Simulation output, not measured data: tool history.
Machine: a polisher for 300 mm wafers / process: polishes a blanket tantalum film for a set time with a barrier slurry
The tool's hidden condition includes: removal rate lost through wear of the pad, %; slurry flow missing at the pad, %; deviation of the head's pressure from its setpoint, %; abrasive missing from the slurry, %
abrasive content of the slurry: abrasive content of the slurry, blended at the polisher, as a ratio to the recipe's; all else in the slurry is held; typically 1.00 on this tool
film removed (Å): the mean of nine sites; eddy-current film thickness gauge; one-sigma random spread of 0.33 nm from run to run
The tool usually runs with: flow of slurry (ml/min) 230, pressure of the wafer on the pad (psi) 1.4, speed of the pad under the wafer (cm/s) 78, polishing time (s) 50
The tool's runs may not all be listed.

run	hour	flow of slurry (ml/min)	pressure of the wafer on the pad (psi)	speed of the pad under the wafer (cm/s)	abrasive content of the slurry	polishing time (s)	wafers since the last listed run	wafers polished on this pad	hours since the slurry nozzle was cleaned	hours since the head pressure was calibrated	hours since the slurry blender was calibrated	incoming thickness of the incoming film, nm	film removed (Å)
1	0.0	230	1.4	60	1.00	50	0	5644	177.3	196.8	198.7	286.7	413
# hour 19.5: worn pad replaced by a new one
2	63.9	230	1.4	60	1.00	50	752	557	241.2	260.7	262.6	287.1	441
3	88.2	230	1.4	60	1.00	50	305	862	265.5	285.0	286.9	291.5	438
4	149.1	270	1.4	84	1.00	50	764	1627	326.4	345.9	347.8	290.3	536
5	183.5	230	1.4	78	1.00	50	431	2059	360.8	380.3	382.2	289.7	502
6	227.8	230	1.4	78	1.00	50	556	2615	405.1	424.6	426.5	288.0	491
# hour 231.0: head pressure recalibrated
# hour 246.0: slurry blender recalibrated
7	259.6	230	1.4	78	1.00	50	349	2964	436.9	28.6	13.6	290.7	495
# hour 302.8: slurry nozzle cleaned
8	307.5	230	1.4	78	1.00	39	588	3553	4.7	76.5	61.5	287.5	404
9	378.3	230	1.4	78	1.00	39	889	4442	75.5	147.3	132.3	289.6	395
10	428.2	205	1.6	78	1.00	50	626	5069	125.4	197.2	182.2	290.8	530
# hour 472.5: worn pad replaced by a new one
11	494.2	230	1.4	78	1.00	50	778	272	191.4	263.2	248.2	289.8	526
12	527.4	230	1.4	78	1.00	50	416	689	224.6	296.4	281.4	291.7	526
13	570.8	230	1.0	78	1.20	44	544	1234	268.0	339.8	324.8	292.0	392
14	605.2	290	1.4	78	0.90	45	431	1666	302.4	374.2	359.2	287.7	463
# hour 628.9: slurry blender recalibrated
15	675.6	230	1.0	62	1.00	59	858	2525	372.8	444.6	46.7	291.1	424
16	706.5	230	1.4	78	0.85	50	388	2913	403.7	475.5	77.6	294.1	475
# hour 766.2: head pressure recalibrated
17	767.6	230	1.9	78	0.90	50	742	3655	464.8	1.4	138.7	290.6	582

Run 18 comes next. What will it give?
# hour 783.2: slurry nozzle cleaned
18	828.6	230	1.4	70	1.00	50	753	4408	45.4	62.4	199.7	290.6	?

film removed (Å): 475
Take away the tool's hidden state, keep the run-to-run variation as it was, and the same run would have given film removed (Å) 503.
